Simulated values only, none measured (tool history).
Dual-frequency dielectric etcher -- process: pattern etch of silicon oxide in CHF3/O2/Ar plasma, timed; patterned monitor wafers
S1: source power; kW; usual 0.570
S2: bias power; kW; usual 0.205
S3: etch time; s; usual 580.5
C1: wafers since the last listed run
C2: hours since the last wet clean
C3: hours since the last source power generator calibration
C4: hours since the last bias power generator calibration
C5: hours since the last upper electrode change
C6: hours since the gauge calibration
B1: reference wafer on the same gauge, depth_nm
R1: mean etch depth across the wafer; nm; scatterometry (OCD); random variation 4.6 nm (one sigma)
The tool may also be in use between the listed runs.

run 1 day=0.000 | S1=0.650 S2=0.205 S3=656.5 | C1=0 C2=285.1 C3=3564.5 C4=2864.8 C5=4788.1 C6=120.8 | B1=1351.7 | R1=1453.7
run 2 day=0.650 | S1=0.650 S2=0.205 S3=656.5 | C1=49 C2=300.7 C3=3580.1 C4=2880.4 C5=4803.7 C6=136.4 | B1=1349.7 | R1=1469.0
run 3 day=0.942 | S1=0.650 S2=0.205 S3=656.5 | C1=22 C2=307.7 C3=3587.1 C4=2887.4 C5=4810.7 C6=143.4 | B1=1349.5 | R1=1453.9
run 4 day=1.296 | S1=0.570 S2=0.205 S3=495.5 | C1=26 C2=316.2 C3=3595.6 C4=2895.9 C5=4819.2 C6=151.9 | B1=1350.6 | R1=1022.1
run 5 day=1.779 | S1=0.570 S2=0.205 S3=672.0 | C1=36 C2=327.8 C3=3607.2 C4=2907.5 C5=4830.8 C6=163.5 | B1=1348.6 | R1=1398.3
run 6 day=2.183 | S1=0.570 S2=0.205 S3=672.0 | C1=30 C2=337.5 C3=3616.9 C4=2917.2 C5=4840.5 C6=173.2 | B1=1350.0 | R1=1396.4
run 7 day=2.758 | S1=0.570 S2=0.205 S3=672.0 | C1=43 C2=351.3 C3=3630.7 C4=2931.0 C5=4854.3 C6=187.0 | B1=1346.7 | R1=1403.4
run 8 day=3.162 | S1=0.460 S2=0.226 S3=580.5 | C1=30 C2=361.0 C3=3640.4 C4=2940.7 C5=4864.0 C6=196.7 | B1=1348.1 | R1=1096.2
-- day=3.533 bias power generator calibrated
run 9 day=3.554 | S1=0.670 S2=0.205 S3=580.5 | C1=17 C2=370.4 C3=3649.8 C4=0.5 C5=4873.4 C6=206.1 | B1=1348.9 | R1=1316.8
-- day=3.688 gauge calibrated
run 10 day=3.921 | S1=0.570 S2=0.205 S3=580.5 | C1=27 C2=379.2 C3=3658.6 C4=9.3 C5=4882.2 C6=5.6 | B1=1348.1 | R1=1218.1
-- day=4.192 source power generator calibrated
run 11 day=4.650 | S1=0.570 S2=0.190 S3=523.0 | C1=42 C2=396.7 C3=11.0 C4=26.8 C5=4899.7 C6=23.1 | B1=1352.9 | R1=1075.3
-- day=5.708 upper electrode replaced
-- day=6.012 wet clean of the chamber
run 12 day=6.242 | S1=0.670 S2=0.205 S3=580.5 | C1=21 C2=5.5 C3=49.2 C4=65.0 C5=12.8 C6=61.3 | B1=1348.2 | R1=1274.0

Run 13 is up next; what results do you expect?
run 13 day=6.846 | S1=0.440 S2=0.174 S3=580.5 | C1=45 C2=20.0 C3=63.7 C4=79.5 C5=27.3 C6=75.8 | B1=? | R1=?

Logged for run 13: B1 1350.3, R1 939.8 nm.
Without the tool's hidden state the same run would have given R1 931.9 nm.
